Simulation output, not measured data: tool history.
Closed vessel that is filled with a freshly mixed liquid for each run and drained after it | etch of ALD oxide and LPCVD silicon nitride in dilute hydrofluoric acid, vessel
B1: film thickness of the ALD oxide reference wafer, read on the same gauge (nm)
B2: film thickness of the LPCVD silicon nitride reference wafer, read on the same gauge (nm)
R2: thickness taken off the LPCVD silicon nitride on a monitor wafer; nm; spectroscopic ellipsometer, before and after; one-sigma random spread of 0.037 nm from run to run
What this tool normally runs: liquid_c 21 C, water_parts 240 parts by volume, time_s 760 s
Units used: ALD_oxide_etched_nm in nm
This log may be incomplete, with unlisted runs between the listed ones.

Run 1, hour 0: usual settings; B1 110.01; B2 29.983. Result: ALD_oxide_etched_nm 30.45 nm, R2 1.354 nm.
Run 2, hour 9.1: usual settings; B1 109.99; B2 29.989. Result: ALD_oxide_etched_nm 30.39 nm, R2 1.309 nm.
Run 3, hour 27: usual settings; B1 110.02; B2 30.014. Result: ALD_oxide_etched_nm 30.65 nm, R2 1.377 nm.
Run 4, hour 36.7: usual settings; B1 109.95; B2 30.027. Result: ALD_oxide_etched_nm 30.55 nm, R2 1.359 nm.
Run 5, hour 43.3: usual settings; B1 110; B2 29.998. Result: ALD_oxide_etched_nm 30.39 nm, R2 1.311 nm.
Run 6, hour 55.2: usual settings; B1 110.01; B2 29.997. Result: ALD_oxide_etched_nm 30.62 nm, R2 1.323 nm.
Run 7, hour 62.8: usual settings but water_parts 275 parts by volume, time_s 565 s; B1 110.01; B2 29.999. Result: ALD_oxide_etched_nm 18.93 nm, R2 0.837 nm.
Run 8, hour 72.8: usual settings but liquid_c 22.5 C; B1 110.02; B2 30.006. Result: ALD_oxide_etched_nm 32.03 nm, R2 1.488 nm.
Run 9, hour 82.6: usual settings but liquid_c 22.5 C; B1 109.96; B2 30.005. Result: ALD_oxide_etched_nm 32.06 nm, R2 1.397 nm.
Run 10, hour 95.7: usual settings but liquid_c 18 C, water_parts 315 parts by volume, time_s 355 s; B1 109.98; B2 29.983. Result: ALD_oxide_etched_nm 9.01 nm, R2 0.376 nm.
Run 11, hour 107.2: usual settings but liquid_c 19 C, water_parts 360 parts by volume, time_s 895 s; B1 110.01; B2 30.004. Result: ALD_oxide_etched_nm 19.76 nm, R2 0.944 nm.
Run 12, hour 117.6: usual settings but liquid_c 24.5 C, water_parts 140 parts by volume, time_s 620 s; B1 109.97; B2 29.983. Result: ALD_oxide_etched_nm 53.93 nm, R2 2.336 nm.
Run 13, hour 128.8: usual settings but water_parts 165 parts by volume; B1 110.02; B2 30.001. Result: ALD_oxide_etched_nm 47.72 nm, R2 1.792 nm.
At hour 142.1: hydrofluoric acid flow meter replaced.
At hour 149.8: thermometer replaced.
Run 14, hour 179.9: usual settings but liquid_c 18.5 C, time_s 350 s; B1 110.02; B2 29.999. Result: ALD_oxide_etched_nm 11.68 nm, R2 0.468 nm.
At hour 195.2: gauge calibrated.
At hour 201.9: hydrofluoric acid flow meter replaced, repeated, since the last time left the tool worse.
Run 15, hour 224.3: usual settings; B1 109.97; B2 30.002. Result: ALD_oxide_etched_nm 34.57 nm, R2 1.365 nm.
Run 16, hour 239.9: usual settings; B1 110.03; B2 29.992. Result: ALD_oxide_etched_nm 33.98 nm, R2 1.409 nm.
Run 17, hour 246.6: usual settings but water_parts 270 parts by volume; B1 110.01; B2 29.996. Result: ALD_oxide_etched_nm 29.44 nm, R2 1.216 nm.
Run 18, hour 259: usual settings; B1 110; B2 30.013. Result: ALD_oxide_etched_nm 33.98 nm, R2 1.475 nm.

Measured less the same run without the tool's hidden state. The same run-to-run variation is in both; the gauge's scatter may not be:
Unlogged tool condition in this case: liquid hotter than its thermometer reads (K); hydrofluoric acid flow below the setpoint (%); gauge reads high (%).
run  ALD_oxide_etched_nm      R2
  1                -3.67  -0.126
  2                -3.68  -0.123
  3                -3.75  -0.131
  4                -3.77   -0.13
  5                -3.76  -0.126
  6                -3.82  -0.128
  7                -2.43  -0.081
  8                -4.07  -0.146
  9                -4.09  -0.138
 10                -1.19  -0.037
 11                -2.69  -0.092
 12                -6.57  -0.239
 13                -5.89  -0.182
 14                -2.69  -0.082
 15                -0.11  -0.003
 16                -0.14  -0.004
 17                -0.13  -0.004
 18                -0.18  -0.007
